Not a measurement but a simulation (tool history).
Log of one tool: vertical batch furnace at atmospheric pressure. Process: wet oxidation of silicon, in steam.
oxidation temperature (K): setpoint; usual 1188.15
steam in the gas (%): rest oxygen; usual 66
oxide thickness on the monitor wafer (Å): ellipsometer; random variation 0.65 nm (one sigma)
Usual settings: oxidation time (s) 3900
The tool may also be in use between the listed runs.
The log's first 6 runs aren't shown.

run,hour,oxidation temperature (K),oxidation time (s),steam in the gas (%),wafers since the last listed run,hours since the last temperature calibration,hours since the steam generator was serviced,hours since the gauge calibration,"read-back reference wafer on the same gauge, thickness",oxide thickness on the monitor wafer (Å)
7,501.7,1188.15,2370,66,1185,1429.4,1215.3,1816.2,135.00,859.7
8,606.5,1188.15,2370,66,1493,1534.2,1320.1,1921.0,135.01,857.3
9,703.1,1188.15,3900,66,1376,1630.8,1416.7,2017.6,135.05,1353.6
10,837.2,1188.15,3900,66,1911,1764.9,1550.8,2151.7,134.95,1341.9
# hour 899.4: gauge calibrated
# hour 917.2: thermocouples replaced and temperature profile calibrated
11,923.6,1188.15,3900,66,889,6.4,1637.2,24.2,134.98,1353.4
12,987.3,1188.15,3900,66,907,70.1,1700.9,87.9,135.00,1352.4
13,1303.3,1188.15,3900,66,4504,386.1,2016.9,403.9,135.00,1357.2
14,1360.6,1200.15,3900,66,816,443.4,2074.2,461.2,135.06,1529.2
15,1413.4,1200.15,3900,66,752,496.2,2127.0,514.0,134.98,1546.4
16,1498.7,1200.15,3900,66,1215,581.5,2212.3,599.3,135.00,1544.7
17,1586.0,1188.15,5370,76,1244,668.8,2299.6,686.6,134.99,2020.0
18,1745.3,1188.15,3360,66,2270,828.1,2458.9,845.9,134.88,1173.1
19,1782.4,1188.15,3900,66,528,865.2,2496.0,883.0,135.05,1342.4
20,1883.7,1188.15,3900,56,1443,966.5,2597.3,984.3,135.13,1152.8
21,2113.8,1188.15,4470,61,3279,1196.6,2827.4,1214.4,134.98,1399.2
# hour 2160.7: steam generator serviced
22,2216.0,1188.15,4560,58,1114,1298.8,55.3,1316.6,134.98,1438.9
23,2307.6,1188.15,2310,62,1305,1390.4,146.9,1408.2,135.12,817.7
24,2390.7,1188.15,3900,66,1184,1473.5,230.0,1491.3,135.04,1379.3
25,2431.9,1188.15,4530,62,587,1514.7,271.2,1532.5,135.14,1502.4

Run 26 comes next. What will it give?
26,2519.3,1188.15,3900,66,1245,1602.1,358.6,1619.9,?,?

{"run 26": {"read-back reference wafer on the same gauge, thickness": 134.99, "oxide thickness on the monitor wafer (Å)": 1393.1}}
Without the tool's hidden state the same run would have given oxide thickness on the monitor wafer (Å) 1420.6.
